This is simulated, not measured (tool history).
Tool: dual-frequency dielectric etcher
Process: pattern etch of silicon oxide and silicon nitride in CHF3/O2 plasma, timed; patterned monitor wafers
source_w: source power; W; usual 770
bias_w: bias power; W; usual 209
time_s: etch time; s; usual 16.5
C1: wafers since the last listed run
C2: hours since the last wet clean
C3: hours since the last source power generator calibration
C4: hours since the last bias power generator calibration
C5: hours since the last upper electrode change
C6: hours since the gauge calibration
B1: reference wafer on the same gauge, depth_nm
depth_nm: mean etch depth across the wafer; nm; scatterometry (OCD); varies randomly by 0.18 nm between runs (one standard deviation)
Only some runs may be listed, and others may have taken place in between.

{"run": 1, "hour": 0.0, "source_w": 770, "bias_w": 209, "time_s": 13.5, "C1": 0, "C2": 516.7, "C3": 3513.7, "C4": 5486.0, "C5": 2159.4, "C6": 2291.0, "B1": 32.75, "depth_nm": 24.36}
{"hour": 19.2, "done": "source power generator calibrated"}
{"hour": 60.7, "done": "wet clean of the chamber"}
{"run": 2, "hour": 61.2, "source_w": 770, "bias_w": 169, "time_s": 16.5, "C1": 692, "C2": 0.5, "C3": 42.0, "C4": 5547.2, "C5": 2220.6, "C6": 2352.2, "B1": 32.65, "depth_nm": 27.84}
{"run": 3, "hour": 77.7, "source_w": 770, "bias_w": 169, "time_s": 16.5, "C1": 344, "C2": 17.0, "C3": 58.5, "C4": 5563.7, "C5": 2237.1, "C6": 2368.7, "B1": 32.69, "depth_nm": 27.95}
{"hour": 93.9, "done": "gauge calibrated"}
{"hour": 107.5, "done": "upper electrode replaced"}
{"run": 4, "hour": 145.8, "source_w": 770, "bias_w": 169, "time_s": 16.5, "C1": 919, "C2": 85.1, "C3": 126.6, "C4": 5631.8, "C5": 38.3, "C6": 51.9, "B1": 34.38, "depth_nm": 29.29}
{"hour": 200.1, "done": "bias power generator calibrated"}
{"run": 5, "hour": 203.8, "source_w": 770, "bias_w": 229, "time_s": 16.5, "C1": 1126, "C2": 143.1, "C3": 184.6, "C4": 3.7, "C5": 96.3, "C6": 109.9, "B1": 34.32, "depth_nm": 32.25}
{"run": 6, "hour": 237.4, "source_w": 770, "bias_w": 191, "time_s": 14.5, "C1": 700, "C2": 176.7, "C3": 218.2, "C4": 37.3, "C5": 129.9, "C6": 143.5, "B1": 34.38, "depth_nm": 26.78}
{"run": 7, "hour": 262.8, "source_w": 770, "bias_w": 192, "time_s": 12.0, "C1": 529, "C2": 202.1, "C3": 243.6, "C4": 62.7, "C5": 155.3, "C6": 168.9, "B1": 34.3, "depth_nm": 22.3}
{"run": 8, "hour": 303.1, "source_w": 770, "bias_w": 196, "time_s": 16.5, "C1": 840, "C2": 242.4, "C3": 283.9, "C4": 103.0, "C5": 195.6, "C6": 209.2, "B1": 34.24, "depth_nm": 30.2}
{"run": 9, "hour": 365.1, "source_w": 770, "bias_w": 209, "time_s": 16.5, "C1": 1293, "C2": 304.4, "C3": 345.9, "C4": 165.0, "C5": 257.6, "C6": 271.2, "B1": 34.25, "depth_nm": 31.37}
{"run": 10, "hour": 434.2, "source_w": 660, "bias_w": 191, "time_s": 21.0, "C1": 1441, "C2": 373.5, "C3": 415.0, "C4": 234.1, "C5": 326.7, "C6": 340.3, "B1": 34.22, "depth_nm": 35.75}
{"run": 11, "hour": 470.9, "source_w": 860, "bias_w": 224, "time_s": 18.0, "C1": 765, "C2": 410.2, "C3": 451.7, "C4": 270.8, "C5": 363.4, "C6": 377.0, "B1": 34.18, "depth_nm": 36.42}
{"run": 12, "hour": 503.5, "source_w": 770, "bias_w": 209, "time_s": 20.0, "C1": 680, "C2": 442.8, "C3": 484.3, "C4": 303.4, "C5": 396.0, "C6": 409.6, "B1": 34.15, "depth_nm": 37.65}
{"run": 13, "hour": 571.8, "source_w": 770, "bias_w": 209, "time_s": 16.5, "C1": 1424, "C2": 511.1, "C3": 552.6, "C4": 371.7, "C5": 464.3, "C6": 477.9, "B1": 34.18, "depth_nm": 30.77}
{"hour": 597.4, "done": "wet clean of the chamber"}
{"run": 14, "hour": 605.6, "source_w": 770, "bias_w": 209, "time_s": 16.5, "C1": 204, "C2": 8.2, "C3": 586.4, "C4": 405.5, "C5": 498.1, "C6": 511.7, "B1": 34.08, "depth_nm": 30.78}
{"run": 15, "hour": 634.5, "source_w": 610, "bias_w": 192, "time_s": 16.5, "C1": 602, "C2": 37.1, "C3": 615.3, "C4": 434.4, "C5": 527.0, "C6": 540.6, "B1": 34.0, "depth_nm": 26.92}
{"run": 16, "hour": 665.3, "source_w": 770, "bias_w": 209, "time_s": 16.5, "C1": 642, "C2": 67.9, "C3": 646.1, "C4": 465.2, "C5": 557.8, "C6": 571.4, "B1": 34.06, "depth_nm": 30.75}
{"run": 17, "hour": 708.0, "source_w": 890, "bias_w": 227, "time_s": 20.5, "C1": 890, "C2": 110.6, "C3": 688.8, "C4": 507.9, "C5": 600.5, "C6": 614.1, "B1": 34.03, "depth_nm": 42.47}
{"run": 18, "hour": 899.5, "source_w": 770, "bias_w": 209, "time_s": 16.5, "C1": 3994, "C2": 302.1, "C3": 880.3, "C4": 699.4, "C5": 792.0, "C6": 805.6, "B1": 33.94, "depth_nm": 30.78}
{"run": 19, "hour": 956.9, "source_w": 770, "bias_w": 209, "time_s": 16.5, "C1": 1197, "C2": 359.5, "C3": 937.7, "C4": 756.8, "C5": 849.4, "C6": 863.0, "B1": 33.92, "depth_nm": 30.57}
{"run": 20, "hour": 981.7, "source_w": 660, "bias_w": 169, "time_s": 21.0, "C1": 517, "C2": 384.3, "C3": 962.5, "C4": 781.6, "C5": 874.2, "C6": 887.8, "B1": 33.9, "depth_nm": 34.23}
{"hour": 1028.8, "done": "wet clean of the chamber"}
{"run": 21, "hour": 1038.0, "source_w": 630, "bias_w": 254, "time_s": 19.5, "C1": 673, "C2": 9.2, "C3": 1018.8, "C4": 837.9, "C5": 930.5, "C6": 944.1, "B1": 33.79, "depth_nm": 34.09}
{"run": 22, "hour": 1075.8, "source_w": 720, "bias_w": 175, "time_s": 14.5, "C1": 788, "C2": 47.0, "C3": 1056.6, "C4": 875.7, "C5": 968.3, "C6": 981.9, "B1": 33.77, "depth_nm": 25.09}
{"run": 23, "hour": 1106.8, "source_w": 710, "bias_w": 178, "time_s": 11.5, "C1": 646, "C2": 78.0, "C3": 1087.6, "C4": 906.7, "C5": 999.3, "C6": 1012.9, "B1": 33.68, "depth_nm": 19.58}
{"run": 24, "hour": 1148.7, "source_w": 680, "bias_w": 183, "time_s": 13.5, "C1": 874, "C2": 119.9, "C3": 1129.5, "C4": 948.6, "C5": 1041.2, "C6": 1054.8, "B1": 33.77, "depth_nm": 22.62}
{"run": 25, "hour": 1180.2, "source_w": 770, "bias_w": 209, "time_s": 16.5, "C1": 657, "C2": 151.4, "C3": 1161.0, "C4": 980.1, "C5": 1072.7, "C6": 1086.3, "B1": 33.73, "depth_nm": 30.4}
{"run": 26, "hour": 1245.5, "source_w": 930, "bias_w": 209, "time_s": 16.5, "C1": 1362, "C2": 216.7, "C3": 1226.3, "C4": 1045.4, "C5": 1138.0, "C6": 1151.6, "B1": 33.75, "depth_nm": 33.51}
{"run": 27, "hour": 1312.2, "source_w": 910, "bias_w": 178, "time_s": 12.0, "C1": 1391, "C2": 283.4, "C3": 1293.0, "C4": 1112.1, "C5": 1204.7, "C6": 1218.3, "B1": 33.57, "depth_nm": 23.06}
{"run": 28, "hour": 1382.1, "source_w": 630, "bias_w": 209, "time_s": 16.5, "C1": 1458, "C2": 353.3, "C3": 1362.9, "C4": 1182.0, "C5": 1274.6, "C6": 1288.2, "B1": 33.63, "depth_nm": 27.31}
{"run": 29, "hour": 1481.0, "source_w": 770, "bias_w": 227, "time_s": 16.5, "C1": 2063, "C2": 452.2, "C3": 1461.8, "C4": 1280.9, "C5": 1373.5, "C6": 1387.1, "B1": 33.53, "depth_nm": 31.13}

What if the next run were any one of these 4? Each begins from the tool's condition after run 29:
{"run": "A", "hour": 1481.4, "source_w": 770, "bias_w": 209, "time_s": 15.0, "C1": 8, "C2": 452.6, "C3": 1462.2, "C4": 1281.3, "C5": 1373.9, "C6": 1387.5, "B1": "?", "depth_nm": "?"}
{"run": "B", "hour": 1481.4, "source_w": 710, "bias_w": 188, "time_s": 12.5, "C1": 8, "C2": 452.6, "C3": 1462.2, "C4": 1281.3, "C5": 1373.9, "C6": 1387.5, "B1": "?", "depth_nm": "?"}
{"run": "C", "hour": 1481.4, "source_w": 860, "bias_w": 209, "time_s": 16.5, "C1": 8, "C2": 452.6, "C3": 1462.2, "C4": 1281.3, "C5": 1373.9, "C6": 1387.5, "B1": "?", "depth_nm": "?"}
{"run": "D", "hour": 1481.4, "source_w": 900, "bias_w": 209, "time_s": 16.5, "C1": 8, "C2": 452.6, "C3": 1462.2, "C4": 1281.3, "C5": 1373.9, "C6": 1387.5, "B1": "?", "depth_nm": "?"}

run=A B1=33.53 depth_nm=27.44
run=B B1=33.53 depth_nm=21.30
run=C B1=33.53 depth_nm=31.93
run=D B1=33.53 depth_nm=32.67
With the hidden condition removed and each run's random variation left untouched, the same runs would have given:
run=A depth_nm=28.07
run=B depth_nm=21.79
run=C depth_nm=32.67
run=D depth_nm=33.42
